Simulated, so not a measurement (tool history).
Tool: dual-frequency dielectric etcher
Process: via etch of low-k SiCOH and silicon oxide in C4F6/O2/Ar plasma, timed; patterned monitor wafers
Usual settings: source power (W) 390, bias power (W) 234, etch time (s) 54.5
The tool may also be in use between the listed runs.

run,hour,source power (W),bias power (W),etch time (s),wafers since the last listed run,hours since the last wet clean,hours since the last source power generator calibration,hours since the last bias power generator calibration,hours since the last upper electrode change,hours since the gauge calibration,"read-back reference wafer on the same gauge, depth_nm",mean etch depth across the wafer (Å)
1,0.0,390,234,54.5,0,303.5,3687.5,2461.4,5193.9,66.1,166.0,1435
2,9.8,390,234,54.5,146,313.3,3697.3,2471.2,5203.7,75.9,166.0,1434
3,21.8,390,234,54.5,179,325.3,3709.3,2483.2,5215.7,87.9,166.1,1440
4,37.0,390,234,54.5,226,340.5,3724.5,2498.4,5230.9,103.1,166.1,1434
5,46.0,390,234,54.5,134,349.5,3733.5,2507.4,5239.9,112.1,166.0,1439
6,57.5,390,234,54.5,171,361.0,3745.0,2518.9,5251.4,123.6,165.9,1439
7,64.7,410,234,54.5,107,368.2,3752.2,2526.1,5258.6,130.8,166.0,1470
8,78.8,390,234,54.5,210,382.3,3766.3,2540.2,5272.7,144.9,166.0,1440
# hour 86.2: gauge calibrated
# hour 89.5: source power generator calibrated
9,90.0,390,234,54.5,107,393.5,0.5,2551.4,5283.9,3.8,165.9,1443
10,99.8,390,234,54.5,146,403.3,10.3,2561.2,5293.7,13.6,165.9,1442
# hour 106.3: bias power generator calibrated
11,112.1,390,234,54.5,123,415.6,22.6,5.8,5306.0,25.9,166.1,1444
12,121.3,390,234,44.5,137,424.8,31.8,15.0,5315.2,35.1,166.1,1179
13,128.8,390,286,54.5,111,432.3,39.3,22.5,5322.7,42.6,166.0,1546
14,138.6,470,234,42.5,146,442.1,49.1,32.3,5332.5,52.4,166.0,1210
# hour 165.8: upper electrode replaced
15,166.3,390,234,69.5,55,469.8,76.8,60.0,0.5,80.1,165.9,1841
16,168.0,390,234,47.0,25,471.5,78.5,61.7,2.2,81.8,166.0,1247
# hour 200.0: wet clean of the chamber
17,200.5,390,234,54.5,126,0.5,111.0,94.2,34.7,114.3,166.0,1423
18,200.8,360,203,61.5,4,0.8,111.3,94.5,35.0,114.6,166.0,1486
19,229.1,390,234,54.5,422,29.1,139.6,122.8,63.3,142.9,166.1,1430
# hour 242.0: gauge calibrated
20,251.8,490,289,46.5,338,51.8,162.3,145.5,86.0,9.8,166.0,1428

The same runs without the tool's hidden state, with the same run-to-run variation:
The hidden state here: etch rate over this chamber's usual, %; source power that arrives over what is set, %; bias power that arrives over what is set, %; gauge reads high (%).
run,mean etch depth across the wafer (Å)
1,1424
2,1423
3,1428
4,1421
5,1426
6,1425
7,1455
8,1425
9,1427
10,1425
11,1427
12,1164
13,1527
14,1194
15,1816
16,1230
17,1422
18,1485
19,1428
20,1425
